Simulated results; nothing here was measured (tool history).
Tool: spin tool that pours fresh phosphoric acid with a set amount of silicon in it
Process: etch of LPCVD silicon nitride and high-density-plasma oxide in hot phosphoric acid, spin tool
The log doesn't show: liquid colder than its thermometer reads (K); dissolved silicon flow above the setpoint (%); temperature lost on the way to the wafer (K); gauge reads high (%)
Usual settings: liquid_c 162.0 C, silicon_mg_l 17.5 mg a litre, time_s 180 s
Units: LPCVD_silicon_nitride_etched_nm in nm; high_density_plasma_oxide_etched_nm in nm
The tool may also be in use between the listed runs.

run	hour	liquid_c	silicon_mg_l	time_s	wafers since the last listed run	hours since the thermometer was replaced	hours since the dissolved silicon flow meter was replaced	hours since the heated supply line was repaired	hours since the gauge calibration	read-back film thickness of the LPCVD silicon nitride reference wafer, read on the same gauge (nm)	read-back film thickness of the high-density-plasma oxide reference wafer, read on the same gauge (nm)	LPCVD_silicon_nitride_etched_nm	high_density_plasma_oxide_etched_nm
1	0.0	160.0	17.5	180	0	94.6	1545.3	1303.6	950.1	80.00	129.999	14.68	0.258
2	30.6	162.0	17.5	180	240	125.2	1575.9	1334.2	980.7	79.99	129.987	15.72	0.317
3	57.8	163.5	17.5	180	214	152.4	1603.1	1361.4	1007.9	79.99	129.977	16.38	0.321
4	73.2	164.0	17.5	280	121	167.8	1618.5	1376.8	1023.3	79.98	130.059	25.88	0.585
5	104.7	160.5	12.0	270	247	199.3	1650.0	1408.3	1054.8	80.01	130.017	22.43	0.495
6	124.9	162.0	17.5	130	159	219.5	1670.2	1428.5	1075.0	80.01	130.013	11.17	0.222
7	147.3	162.0	11.0	100	176	241.9	1692.6	1450.9	1097.4	80.02	129.978	8.65	0.189
8	172.8	164.0	12.5	230	200	267.4	1718.1	1476.4	1122.9	80.00	129.963	21.10	0.540
# hour 180.1: dissolved silicon flow meter replaced
9	189.7	162.0	17.5	135	125	284.3	9.6	1493.3	1139.8	80.01	129.976	11.70	0.224
10	222.5	160.5	11.0	180	258	317.1	42.4	1526.1	1172.6	79.99	130.011	14.77	0.306
11	236.3	161.0	9.5	105	108	330.9	56.2	1539.9	1186.4	79.98	129.984	8.78	0.217
12	257.1	160.0	22.0	105	163	351.7	77.0	1560.7	1207.2	79.99	130.027	8.44	0.130
# hour 259.0: gauge calibrated
13	276.7	162.0	17.5	180	154	371.3	96.6	1580.3	17.7	79.99	130.008	15.33	0.309
14	292.4	160.0	6.5	270	123	387.0	112.3	1596.0	33.4	80.00	129.985	21.68	0.518
15	314.5	163.5	5.0	180	173	409.1	134.4	1618.1	55.5	80.00	129.983	16.21	0.419
16	341.4	162.0	6.5	70	211	436.0	161.3	1645.0	82.4	80.01	130.005	6.01	0.156
# hour 342.5: heated supply line repaired
17	365.5	162.0	17.5	180	181	460.1	185.4	23.0	106.5	79.99	130.007	16.60	0.355
18	386.4	160.0	11.5	125	164	481.0	206.3	43.9	127.4	79.99	130.016	10.76	0.218
19	415.0	163.5	17.5	245	225	509.6	234.9	72.5	156.0	79.99	130.015	23.90	0.575
20	444.9	162.0	17.5	180	235	539.5	264.8	102.4	185.9	79.99	129.999	16.51	0.375
21	457.4	159.5	26.5	220	98	552.0	277.3	114.9	198.4	79.99	129.995	18.69	0.252
22	548.8	162.0	17.5	180	719	643.4	368.7	206.3	289.8	80.01	130.012	16.47	0.397

Forecast each of these 3 alternatives for the next run:
A	549.3	162.0	17.5	105	3	643.9	369.2	206.8	290.3	?	?	?	?
B	549.3	163.5	27.5	230	3	643.9	369.2	206.8	290.3	?	?	?	?
C	549.3	159.0	30.5	125	3	643.9	369.2	206.8	290.3	?	?	?	?

run	read-back film thickness of the LPCVD silicon nitride reference wafer, read on the same gauge (nm)	read-back film thickness of the high-density-plasma oxide reference wafer, read on the same gauge (nm)	LPCVD_silicon_nitride_etched_nm	high_density_plasma_oxide_etched_nm
A	80.00	129.986	9.56	0.201
B	80.00	129.986	22.02	0.361
C	80.00	129.986	10.29	0.125
Without the tool's hidden state the same runs would have given:
run	LPCVD_silicon_nitride_etched_nm	high_density_plasma_oxide_etched_nm
A	9.91	0.218
B	22.82	0.391
C	10.67	0.136
